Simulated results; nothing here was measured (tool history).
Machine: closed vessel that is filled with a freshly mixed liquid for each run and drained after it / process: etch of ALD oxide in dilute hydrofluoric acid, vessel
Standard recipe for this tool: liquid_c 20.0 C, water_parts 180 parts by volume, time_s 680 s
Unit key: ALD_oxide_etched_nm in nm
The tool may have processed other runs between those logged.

run    hour  liquid_c  water_parts  time_s  read-back film thickness of the ALD oxide reference wafer, read on the same gauge (nm)  ALD_oxide_etched_nm
  1     0.0      17.0          180     680                                                                                   70.06                47.16
  2    98.3      17.5          180     680                                                                                   69.97                48.63
  3   180.1      20.0          180     680                                                                                   69.99                52.43
  4   224.2      20.0          180     680                                                                                   69.98                52.68
  5   317.6      20.0          180     680                                                                                   70.02                53.05
  6   364.5      20.0          180     680                                                                                   70.03                52.05
  7   468.0      20.0          180     680                                                                                   69.97                51.94
  8   569.2      20.0          180     680                                                                                   70.02                53.07
  9   629.0      20.0          180     680                                                                                   69.98                51.90
 10   674.9      21.5           95    1085                                                                                   70.02               178.25
 11   776.0      20.0          180     415                                                                                   69.96                31.41
 12   844.5      20.0          180     680                                                                                   70.03                57.39
 13   949.4      20.0          180     680                                                                                   69.99                56.80
 14  1008.6      22.5          180     680                                                                                   69.98                62.80
 15  1082.4      21.5          270     990                                                                                   69.99                54.09
 16  1163.6      20.0          180     505                                                                                   70.04                42.01

Missing from the log above: 3 entries noted between runs. For each, name the pair of listed runs it sits between and say how the tool's hidden condition differs from the listed run just before to the listed run just after:
In the gap between runs 10 and 11: hydrofluoric acid flow meter replaced (hour 761.2)
  liquid colder than its thermometer reads (K): 2.7 -> 2.8
  measured less the result without the state, ALD_oxide_etched_nm: -20.94 -> -3.69 nm
In the gap between runs 11 and 12: thermometer replaced (hour 788.6)
  liquid colder than its thermometer reads (K): 2.8 -> 0.172
  measured less the result without the state, ALD_oxide_etched_nm: -3.69 -> -0.38 nm
In the gap between runs 12 and 13: gauge calibrated (hour 911.7)
  liquid colder than its thermometer reads (K): 0.172 -> 0.275
  measured less the result without the state, ALD_oxide_etched_nm: -0.38 -> -0.60 nm

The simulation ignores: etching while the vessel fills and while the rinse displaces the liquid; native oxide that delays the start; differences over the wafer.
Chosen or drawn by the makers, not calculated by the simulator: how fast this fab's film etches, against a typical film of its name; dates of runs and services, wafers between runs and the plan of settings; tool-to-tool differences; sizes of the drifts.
